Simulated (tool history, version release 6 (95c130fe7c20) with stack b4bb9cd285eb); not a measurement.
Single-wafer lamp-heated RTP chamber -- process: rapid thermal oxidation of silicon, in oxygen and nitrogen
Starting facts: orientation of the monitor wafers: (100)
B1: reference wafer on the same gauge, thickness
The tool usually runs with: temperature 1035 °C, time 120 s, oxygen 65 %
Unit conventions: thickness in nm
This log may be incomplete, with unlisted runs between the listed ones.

Run 1, hour 0: usual settings; B1 7.439. Result: thickness 8.779 nm.
Run 2, hour 41.7: usual settings; B1 7.438. Result: thickness 8.792 nm.
Run 3, hour 77.2: usual settings; B1 7.441. Result: thickness 8.778 nm.
Run 4, hour 107.1: usual settings; B1 7.441. Result: thickness 8.82 nm.
Run 5, hour 134.6: usual settings; B1 7.44. Result: thickness 8.79 nm.
Run 6, hour 183: usual settings; B1 7.441. Result: thickness 8.809 nm.
Run 7, hour 213.1: usual settings; B1 7.441. Result: thickness 8.803 nm.
Run 8, hour 274.2: usual settings; B1 7.441. Result: thickness 8.825 nm.
Run 9, hour 320: usual settings; B1 7.439. Result: thickness 8.834 nm.
Run 10, hour 354.8: usual settings but temperature 1056 °C; B1 7.44. Result: thickness 10.205 nm.
Run 11, hour 416: usual settings but temperature 1056 °C; B1 7.439. Result: thickness 10.228 nm.
Run 12, hour 463.8: usual settings; B1 7.438. Result: thickness 8.862 nm.
Run 13, hour 494.3: usual settings but time 101 s; B1 7.438. Result: thickness 8.175 nm.
Run 14, hour 553.5: usual settings but time 101 s; B1 7.439. Result: thickness 8.183 nm.
Run 15, hour 592: usual settings but time 86 s; B1 7.441. Result: thickness 7.616 nm.
Run 16, hour 619.5: usual settings but time 86 s; B1 7.441. Result: thickness 7.619 nm.
At hour 636.5: pyrometer window cleaned and pyrometer calibrated.
Run 17, hour 651.8: usual settings but time 86 s; B1 7.444. Result: thickness 7.536 nm.
Run 18, hour 721.5: usual settings but temperature 1011 °C; B1 7.439. Result: thickness 7.374 nm.
Run 19, hour 747.8: usual settings but temperature 1018 °C, time 146 s, oxygen 42 %; B1 7.439. Result: thickness 7.274 nm.
Run 20, hour 800: usual settings but temperature 1056 °C, time 144 s, oxygen 53 %; B1 7.441. Result: thickness 10.264 nm.
Run 21, hour 858.1: usual settings but time 162 s, oxygen 78 %; B1 7.44. Result: thickness 10.78 nm.
Run 22, hour 905.6: usual settings but temperature 1049 °C, time 91 s, oxygen 74 %; B1 7.44. Result: thickness 8.928 nm.
At hour 1047.1: gauge calibrated.
Run 23, hour 1056.9: usual settings but oxygen 55 %; B1 7.441. Result: thickness 8.271 nm.
Run 24, hour 1105.6: usual settings; B1 7.438. Result: thickness 8.804 nm.
At hour 1118.8: oxygen flow controller replaced.
Run 25, hour 1208.7: usual settings; B1 7.44. Result: thickness 8.8 nm.
Run 26, hour 1249.2: usual settings but time 101 s; B1 7.44. Result: thickness 8.159 nm.
Run 27, hour 1305.7: usual settings but temperature 1049 °C, time 141 s, oxygen 77 %; B1 7.439. Result: thickness 11.182 nm.
Run 28, hour 1350.3: usual settings but oxygen 53 %; B1 7.441. Result: thickness 8.206 nm.
Run 29, hour 1379.8: usual settings; B1 7.439. Result: thickness 8.831 nm.
Run 30, hour 1404.6: usual settings; B1 7.441. Result: thickness 8.838 nm.
Run 31, hour 1443.9: usual settings but temperature 1018 °C, time 146 s, oxygen 42 %; B1 7.441. Result: thickness 7.341 nm.
At hour 1465.8: pyrometer window cleaned and pyrometer calibrated.
Run 32, hour 1509.4: usual settings but temperature 1056 °C, time 144 s, oxygen 53 %; B1 7.442. Result: thickness 10.239 nm.
Run 33, hour 1575.9: usual settings but temperature 1027 °C, time 162 s; B1 7.442. Result: thickness 9.506 nm.
Run 34, hour 1645.5: usual settings but temperature 1010 °C, time 97 s; B1 7.441. Result: thickness 6.65 nm.
Run 35, hour 1826: usual settings but temperature 1062 °C, time 148 s; B1 7.439. Result: thickness 11.682 nm.
Run 36, hour 1855.1: usual settings; B1 7.44. Result: thickness 8.787 nm.
Run 37, hour 1905.6: usual settings but temperature 1021 °C, oxygen 52 %; B1 7.441. Result: thickness 7.325 nm.
Run 38, hour 1965.9: usual settings but time 158 s; B1 7.439. Result: thickness 9.996 nm.

Some steps in thickness between neighbouring runs. How much of each would the tool show without its hidden state too (settings, what came in, random variation), and how much is left for the hidden state, with any gauge scatter that isn't in both results?
Hidden conditions of the tool in this case: true wafer temperature minus pyrometer reading, K; deviation of the oxygen flow from its setpoint, %; gauge reads high (%).
Run 16 -> 17: pyrometer window cleaned and pyrometer calibrated. thickness -0.083 nm: hidden state -0.092, all else +0.009.
Run 19 -> 20: temperature 1018 -> 1056, time 146 -> 144, oxygen 42 -> 53. thickness +2.99 nm: hidden state +0.004, all else +2.986.
Run 26 -> 27: temperature 1035 -> 1049, time 101 -> 141, oxygen 65 -> 77. thickness +3.023 nm: hidden state +0.026, all else +2.997.
Run 31 -> 32: temperature 1018 -> 1056, time 146 -> 144, oxygen 42 -> 53, pyrometer window cleaned and pyrometer calibrated. thickness +2.898 nm: hidden state -0.058, all else +2.956.
Run 34 -> 35: temperature 1010 -> 1062, time 97 -> 148. thickness +5.032 nm: hidden state +0.019, all else +5.013.
